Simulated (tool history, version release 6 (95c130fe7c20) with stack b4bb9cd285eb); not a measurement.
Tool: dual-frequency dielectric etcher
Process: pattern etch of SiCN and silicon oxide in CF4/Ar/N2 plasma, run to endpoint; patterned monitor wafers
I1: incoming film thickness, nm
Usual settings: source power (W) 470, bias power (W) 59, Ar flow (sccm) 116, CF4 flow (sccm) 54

Run 1, hour 0: usual settings; I1 10.34. Result: endpoint time (s) 12.5.
Run 2, hour 35.8: usual settings; I1 10.36. Result: endpoint time (s) 12.4.
Run 3, hour 100.4: usual settings; I1 10.4. Result: endpoint time (s) 12.4.
Run 4, hour 133.3: usual settings; I1 10.4. Result: endpoint time (s) 12.3.
At hour 180.1: source power generator calibrated.
At hour 186.4: bias power generator calibrated.
Run 5, hour 197.3: usual settings; I1 10.37. Result: endpoint time (s) 11.8.
Run 6, hour 258.4: usual settings; I1 10.45. Result: endpoint time (s) 11.8.
Run 7, hour 329: usual settings; I1 10.48. Result: endpoint time (s) 11.8.
Run 8, hour 359.9: usual settings but bias power (W) 55, Ar flow (sccm) 102; I1 10.38. Result: endpoint time (s) 11.5.
Run 9, hour 409.9: usual settings but source power (W) 580, bias power (W) 51, Ar flow (sccm) 106, CF4 flow (sccm) 43; I1 10.42. Result: endpoint time (s) 10.6.
At hour 445.4: wet clean of the chamber.
Run 10, hour 478.5: usual settings; I1 10.34. Result: endpoint time (s) 12.2.
Run 11, hour 511.2: usual settings but bias power (W) 47, CF4 flow (sccm) 41; I1 10.36. Result: endpoint time (s) 13.7.
At hour 574.6: Ar flow controller replaced.
Run 12, hour 575.1: usual settings; I1 10.52. Result: endpoint time (s) 12.3.
Run 13, hour 632.9: usual settings; I1 10.4. Result: endpoint time (s) 12.
At hour 661.7: upper electrode replaced.
Run 14, hour 678.8: usual settings but bias power (W) 47, CF4 flow (sccm) 41; I1 10.34. Result: endpoint time (s) 13.6.
Run 15, hour 731: usual settings; I1 10.39. Result: endpoint time (s) 12.1.
Run 16, hour 787.8: usual settings but Ar flow (sccm) 96; I1 10.38. Result: endpoint time (s) 11.5.
At hour 812.9: CF4 flow controller replaced.
At hour 844.2: wet clean of the chamber.
Run 17, hour 855.2: usual settings but source power (W) 550; I1 10.36. Result: endpoint time (s) 10.9.
Run 18, hour 923.3: usual settings but CF4 flow (sccm) 60; I1 10.39. Result: endpoint time (s) 12.
Run 19, hour 978.4: usual settings but source power (W) 440, CF4 flow (sccm) 46; I1 10.34. Result: endpoint time (s) 13.2.
Run 20, hour 1002.5: usual settings but bias power (W) 52; I1 10.38. Result: endpoint time (s) 12.5.
Run 21, hour 1053.2: usual settings but Ar flow (sccm) 108, CF4 flow (sccm) 66; I1 10.35. Result: endpoint time (s) 11.4.
Run 22, hour 1108.4: usual settings but bias power (W) 72; I1 10.5. Result: endpoint time (s) 11.5.
Run 23, hour 1149.9: usual settings but bias power (W) 50, Ar flow (sccm) 139, CF4 flow (sccm) 67; I1 10.28. Result: endpoint time (s) 12.1.
Run 24, hour 1211.1: usual settings; I1 10.38. Result: endpoint time (s) 11.9.
At hour 1243.5: wet clean of the chamber.
Run 25, hour 1266.2: usual settings; I1 10.35. Result: endpoint time (s) 12.3.

3 ways to go on from here, each from the tool as it stands after run 25. What would each give?
Run A, hour 1266.6: usual settings; I1 10.35. Result: endpoint time (s) ?.
Run B, hour 1266.6: usual settings but source power (W) 440, bias power (W) 69, Ar flow (sccm) 138, CF4 flow (sccm) 66; I1 10.35. Result: endpoint time (s) ?.
Run C, hour 1266.6: usual settings but source power (W) 440, bias power (W) 51, Ar flow (sccm) 107, CF4 flow (sccm) 65; I1 10.35. Result: endpoint time (s) ?.

run  endpoint time (s)
  A               12.3
  B               12.3
  C               12.5
Without the tool's hidden state the same runs would have given:
run  endpoint time (s)
  A                 12
  B                 12
  C               12.3
